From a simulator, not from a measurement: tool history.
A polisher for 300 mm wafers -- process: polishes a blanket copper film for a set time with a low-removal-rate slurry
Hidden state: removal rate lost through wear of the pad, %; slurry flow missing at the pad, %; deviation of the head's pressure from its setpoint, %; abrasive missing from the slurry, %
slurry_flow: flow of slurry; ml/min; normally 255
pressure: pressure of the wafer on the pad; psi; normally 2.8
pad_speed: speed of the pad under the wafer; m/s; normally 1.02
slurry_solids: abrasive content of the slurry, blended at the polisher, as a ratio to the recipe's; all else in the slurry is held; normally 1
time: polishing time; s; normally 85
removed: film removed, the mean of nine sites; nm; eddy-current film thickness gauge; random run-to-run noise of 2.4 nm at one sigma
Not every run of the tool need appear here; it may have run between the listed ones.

run	day	slurry_flow	pressure	pad_speed	slurry_solids	time	wafers since the last listed run	wafers polished on this pad	hours since the slurry nozzle was cleaned	hours since the head pressure was calibrated	hours since the slurry blender was calibrated	incoming thickness of the incoming film, nm	removed
1	0	255	2.8	1.02	1	85	0	995	94.5	1201.5	187.8	837.8	249.3
# day 0.029: slurry blender recalibrated
# day 1.25: worn pad replaced by a new one
2	1.271	255	2.8	1.02	1	85	257	5	125	1232	29.8	855.4	266.9
3	2.238	255	2.8	1.02	1	85	231	236	148.2	1255.2	53	849	262.6
4	3.633	255	2.8	1.02	1	85	334	570	181.7	1288.7	86.5	853.8	256.3
5	4.692	255	2.8	1.14	1	85	253	823	207.1	1314.1	111.9	845.6	270.9
6	5.792	205	2.8	1.22	1	85	263	1086	233.5	1340.5	138.3	854.8	270.3
7	6.538	205	2.8	1.22	1	85	178	1265	251.4	1358.4	156.2	849.1	264.3
# day 6.675: slurry blender recalibrated
8	7.321	205	2.8	1.22	1	85	167	1432	270.2	1377.2	15.5	845.3	256.9
# day 7.617: worn pad replaced by a new one
# day 7.925: head pressure recalibrated
9	7.946	255	2.8	1.02	1.2	85	89	58	285.2	0.5	30.5	855.5	277.1
10	8.725	255	2.2	1.02	1.25	85	186	244	303.9	19.2	49.2	847	220.6
11	9.267	255	2.8	1.02	1	85	129	374	316.9	32.2	62.2	847.4	261.2
12	10.138	255	2.8	1.02	1	85	208	582	337.8	53.1	83.1	833.8	258.4
13	11.438	255	2.8	1.02	1	85	311	893	369	84.3	114.3	857.3	249.3
14	12.292	190	2.8	0.74	1	62	204	1098	389.5	104.8	134.8	845.6	141.9
# day 13.133: worn pad replaced by a new one
15	13.15	255	2.8	1.02	1	111	165	3	410.1	125.4	155.4	848.6	338.4
16	14.283	255	2.8	1.14	1	110	271	274	437.3	152.6	182.6	838.1	363.5
# day 14.383: slurry nozzle cleaned
# day 14.408: slurry blender recalibrated
17	15.767	335	2	0.86	1	73	339	614	33.2	188.2	32.6	847.3	146.6
# day 17.975: worn pad replaced by a new one
18	19.062	335	2	0.86	1	73	748	260	112.3	267.3	111.7	850.8	148.2
19	20.258	255	2.4	1.02	1.2	85	286	546	141	296	140.4	859.3	235.1

A few steps of removed between consecutive runs. Split each: what settings, incoming material and random variation would produce without the hidden state, and what is left over for the hidden state, along with gauge scatter present in only one of the two compared results (measured, and without hidden state):
Run 8 -> 9: slurry_flow 205 -> 255, pad_speed 1.22 -> 1.02, slurry_solids 1 -> 1.2, worn pad replaced by a new one, head pressure recalibrated. removed +20.2 nm: hidden state +36.7, all else -16.5.
Run 16 -> 17: slurry_flow 255 -> 335, pressure 2.8 -> 2, pad_speed 1.14 -> 0.86, time 110 -> 73, slurry nozzle cleaned, slurry blender recalibrated. removed -216.9 nm: hidden state +12.8, all else -229.7.
